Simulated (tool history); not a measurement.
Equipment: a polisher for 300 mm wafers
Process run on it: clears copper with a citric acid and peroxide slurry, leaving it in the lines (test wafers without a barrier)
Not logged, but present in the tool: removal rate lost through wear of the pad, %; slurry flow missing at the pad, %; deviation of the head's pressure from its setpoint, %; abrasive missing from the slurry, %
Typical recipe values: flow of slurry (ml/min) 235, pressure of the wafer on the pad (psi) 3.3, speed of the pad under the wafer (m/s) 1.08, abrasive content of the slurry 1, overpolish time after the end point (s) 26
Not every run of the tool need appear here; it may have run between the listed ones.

run,hour,flow of slurry (ml/min),pressure of the wafer on the pad (psi),speed of the pad under the wafer (m/s),abrasive content of the slurry,overpolish time after the end point (s),wafers since the last listed run,wafers polished on this pad,hours since the slurry nozzle was cleaned,hours since the head pressure was calibrated,hours since the slurry blender was calibrated,"incoming thickness of the incoming film, nm",time until the end point was called (s),dishing of a wide line in a test structure (nm)
1,0,235,2.8,1.08,1,26,0,870,653.3,425.8,233.7,341.3,139.1,40.3
# hour 1.5: slurry nozzle cleaned
2,60,235,2.8,1.08,1,26,290,1160,58.5,485.8,293.7,346.5,141.6,39.6
3,91.2,235,3.3,1.08,1,26,153,1314,89.7,517,324.9,346.9,126.7,42.2
# hour 120.7: worn pad replaced by a new one
4,143.2,235,3.3,1.08,1,26,236,110,141.7,569,376.9,345.5,129.9,42.4
5,171.1,235,3.3,1.08,1,26,137,248,169.6,596.9,404.8,351,133.4,41.9
# hour 222.9: slurry blender recalibrated
6,268.7,235,3.3,1.08,1,26,471,719,267.2,694.5,45.8,342.7,120.5,43.6
7,298.2,235,3.3,1.08,1,26,145,864,296.7,724,75.3,352.9,122,45.2
8,346.8,235,3.3,1.08,1,26,239,1104,345.3,772.6,123.9,351.3,124.2,43.7
9,408.5,235,3.3,1.08,0.9,26,304,1408,407,834.3,185.6,345,125.4,42.2
10,433.3,235,3.3,1.08,1,26,122,1530,431.8,859.1,210.4,347.4,123.3,43.2
# hour 460.6: worn pad replaced by a new one, of another model than before
11,462.9,235,3.3,1.08,1,26,126,11,461.4,888.7,240,351.7,126.5,44.6
12,527.6,235,3.3,1.08,1.25,20,318,330,526.1,953.4,304.7,339.6,119.4,36.6
13,567.1,305,3.3,1.08,1,19,194,524,565.6,992.9,344.2,347.6,121.6,34.2
14,636.8,235,3.3,0.94,1,33,343,868,635.3,1062.6,413.9,340.1,136.9,48.9
# hour 660.7: slurry blender recalibrated
15,706.6,305,3.3,1.08,1,19,334,1202,705.1,1132.4,45.9,348.7,118.2,36

Run 16 is up next; what results do you expect?
16,753.5,235,3.3,1.08,1,26,231,1433,752,1179.3,92.8,342.3,?,?

Logged for run 16: time until the end point was called (s) 120, dishing of a wide line in a test structure (nm) 42.5.
The same run, on a tool lacking any hidden state, would have yielded time until the end point was called (s) 119.1, dishing of a wide line in a test structure (nm) 42.7.
